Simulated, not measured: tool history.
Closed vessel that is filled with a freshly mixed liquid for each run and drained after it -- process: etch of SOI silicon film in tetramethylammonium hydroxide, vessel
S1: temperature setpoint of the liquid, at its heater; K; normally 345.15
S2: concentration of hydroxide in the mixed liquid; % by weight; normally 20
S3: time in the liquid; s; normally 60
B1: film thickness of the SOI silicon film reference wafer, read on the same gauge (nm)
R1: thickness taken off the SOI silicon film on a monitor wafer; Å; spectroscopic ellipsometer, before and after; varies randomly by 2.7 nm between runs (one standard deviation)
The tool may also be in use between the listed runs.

| run | hour | S1 | S2 | S3 | B1 | R1 |
|---|---|---|---|---|---|---|
| 1 | 0 | 341.65 | 20 | 60 | 79.99 | 3001.2 |
| 2 | 66.5 | 341.65 | 20 | 60 | 79.99 | 2837.6 |
| 3 | 101.9 | 341.65 | 20 | 60 | 79.99 | 2844.1 |
| 4 | 159 | 345.15 | 20 | 50 | 80 | 2919.4 |
| 5 | 268.8 | 345.15 | 20 | 50 | 79.99 | 2936.3 |
| 6 | 322.2 | 345.15 | 20 | 70 | 80 | 4135.7 |
| 7 | 368.9 | 345.15 | 20 | 70 | 80.02 | 4085.5 |
| 8 | 410.1 | 345.15 | 20 | 60 | 80.01 | 3560.2 |
| 9 | 479.8 | 345.15 | 20 | 60 | 80 | 3559.5 |
| 10 | 528.2 | 345.15 | 20 | 60 | 80 | 3568.8 |
| 11 | 563.6 | 345.15 | 16.5 | 60 | 80.02 | 3816.7 |
| 12 | 593.5 | 345.15 | 16.5 | 60 | 80.02 | 3816.6 |
| 13 | 628.8 | 345.15 | 16.5 | 60 | 80.01 | 3801.8 |
| 14 | 690.3 | 345.15 | 20 | 60 | 80.01 | 3662 |
| 15 | 734.6 | 345.15 | 20 | 60 | 80.01 | 3583.2 |
| 16 | 794 | 337.65 | 17.5 | 60 | 80.01 | 2431.7 |
| 17 | 862.2 | 345.15 | 25 | 60 | 80 | 3159.2 |
| 18 | 891.5 | 352.15 | 17.5 | 50 | 80 | 4754.5 |
| 19 | 948.3 | 345.15 | 20 | 60 | 80.01 | 3644 |
| 20 | 1008.6 | 342.65 | 20 | 40 | 79.99 | 2105.7 |
| 21 | 1076.1 | 350.15 | 17 | 70 | 79.98 | 6146.9 |
| 22 | 1120.2 | 339.65 | 18.5 | 60 | 80 | 2733.3 |
| 23 | 1162.4 | 345.15 | 20 | 60 | 80.03 | 3664.4 |
| 24 | 1210.9 | 337.15 | 24 | 60 | 80.02 | 2137.7 |
| 25 | 1241.7 | 345.15 | 20 | 60 | 80 | 3697.4 |
| 26 | 1283.1 | 345.15 | 22 | 95 | 80 | 5267 |
| 27 | 1319 | 342.15 | 22.5 | 50 | 80.02 | 2285 |
| 28 | 1388.9 | 350.65 | 25 | 60 | 80.02 | 3929.3 |
| 29 | 1435 | 345.15 | 20 | 60 | 80.01 | 3510.1 |
| 30 | 1504.2 | 345.15 | 20 | 60 | 79.98 | 3494.2 |
| 31 | 1572 | 345.15 | 15 | 90 | 79.99 | 5934.2 |
| 32 | 1625.1 | 345.15 | 20 | 60 | 80 | 3624.4 |
| 33 | 1660.2 | 338.65 | 20 | 60 | 80 | 2416.5 |
| 34 | 1727.4 | 341.15 | 22.5 | 60 | 79.99 | 2720.1 |
| 35 | 1786.4 | 348.65 | 16 | 90 | 80 | 7179.7 |

Between the runs listed above, the log contained 5 entries, not reproduced here. Where in the sequence does each belong, and how does what the log doesn't record of the tool's condition differ from the listed run before to the listed run after?
Between runs 1 and 2: hydroxide flow meter replaced (hour 38.5)
  hydroxide flow below the setpoint (%): 11.4 -> 0.761
  measured result minus the result with no hidden state, R1: +152.9 -> +10.1 Å
Between runs 13 and 14: gauge calibrated (hour 661.4)
  hydroxide flow below the setpoint (%): 6.48 -> 7.11
  measured result minus the result with no hidden state, R1: +86.4 -> +118.7 Å
Between runs 15 and 16: thermometer replaced (hour 778.4)
  hydroxide flow below the setpoint (%): 7.56 -> 8.16
  measured result minus the result with no hidden state, R1: +123.1 -> +74.8 Å
Between runs 25 and 26: hydroxide flow meter replaced (hour 1256.6)
  hydroxide flow below the setpoint (%): 12.7 -> 0.846
  measured result minus the result with no hidden state, R1: +208.9 -> +24.1 Å
Between runs 32 and 33: thermometer replaced (hour 1641)
  hydroxide flow below the setpoint (%): 4.33 -> 4.68
  measured result minus the result with no hidden state, R1: +72.4 -> +52.1 Å
